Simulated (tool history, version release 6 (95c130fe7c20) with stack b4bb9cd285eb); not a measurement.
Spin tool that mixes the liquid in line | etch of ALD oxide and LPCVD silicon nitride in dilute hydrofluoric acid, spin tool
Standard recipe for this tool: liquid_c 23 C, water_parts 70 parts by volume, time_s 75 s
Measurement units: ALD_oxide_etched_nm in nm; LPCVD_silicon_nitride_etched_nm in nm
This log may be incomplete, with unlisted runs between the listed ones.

run	hour	liquid_c	water_parts	time_s	read-back film thickness of the ALD oxide reference wafer, read on the same gauge (nm)	read-back film thickness of the LPCVD silicon nitride reference wafer, read on the same gauge (nm)	ALD_oxide_etched_nm	LPCVD_silicon_nitride_etched_nm
1	0	23	70	75	30.02	50.009	10.62	0.498
2	103	23	70	75	29.97	49.992	10.64	0.492
3	189.7	23	70	75	30.01	50.018	10.56	0.525
4	284.7	23	80	75	30.01	49.982	9.12	0.426
5	353	23	70	55	30.02	49.98	7.74	0.382
6	406.8	23	70	75	29.99	49.984	10.5	0.487
7	481	20.5	70	75	29.98	49.999	9.48	0.443
8	569.5	21.5	80	75	30.01	49.945	8.52	0.38
9	637	23	70	75	29.95	50	10.51	0.478
10	718.5	25	70	75	29.99	50.004	11.33	0.543
11	817.5	21.5	70	75	30.03	50.025	9.88	0.474
12	914.4	25.5	50	115	30	50.003	25.45	1.312
# hour 945.5: thermometer replaced
# hour 980.9: hydrofluoric acid flow meter replaced
13	995.6	19.5	100	90	30.01	50.041	7.5	0.354
# hour 1049: gauge calibrated
14	1089.9	23	70	75	29.98	49.98	10.64	0.519
15	1182.5	23	70	75	30.01	50.023	10.67	0.507
16	1284.9	23	70	75	30.05	49.988	10.63	0.515
17	1328.9	23	70	75	29.94	50.004	10.54	0.519
18	1420.6	18	80	75	30	50.003	7.41	0.339
19	1489.3	23	70	75	30.05	49.979	10.55	0.535
20	1545.1	21.5	70	55	30.01	50.004	7.25	0.348
21	1647.4	23	70	75	29.99	49.995	10.49	0.515
22	1899.4	25.5	70	100	30.04	50.036	15.44	0.715
23	2000.6	21.5	85	75	29.95	50.031	7.98	0.388
24	2077.1	24.5	55	75	29.97	50.026	14.43	0.669
25	2166.7	25	95	75	29.99	50.015	8.11	0.435
26	2238.9	26	70	55	29.98	49.997	8.64	0.463
27	2329.6	21.5	100	100	30.01	50	8.81	0.446

Predict each of these 3 candidate next runs independently; none follows another, all start after run 27:
A	2330	23	70	75	?	?	?	?
B	2330	19.5	80	105	?	?	?	?
C	2330	21.5	100	105	?	?	?	?

run	read-back film thickness of the ALD oxide reference wafer, read on the same gauge (nm)	read-back film thickness of the LPCVD silicon nitride reference wafer, read on the same gauge (nm)	ALD_oxide_etched_nm	LPCVD_silicon_nitride_etched_nm
A	30.02	50.016	10.37	0.523
B	30.02	50.016	10.87	0.506
C	30.02	50.016	9.22	0.466
With no hidden state in the tool, these same runs would have given:
run	ALD_oxide_etched_nm	LPCVD_silicon_nitride_etched_nm
A	10.57	0.532
B	11.07	0.515
C	9.4	0.474

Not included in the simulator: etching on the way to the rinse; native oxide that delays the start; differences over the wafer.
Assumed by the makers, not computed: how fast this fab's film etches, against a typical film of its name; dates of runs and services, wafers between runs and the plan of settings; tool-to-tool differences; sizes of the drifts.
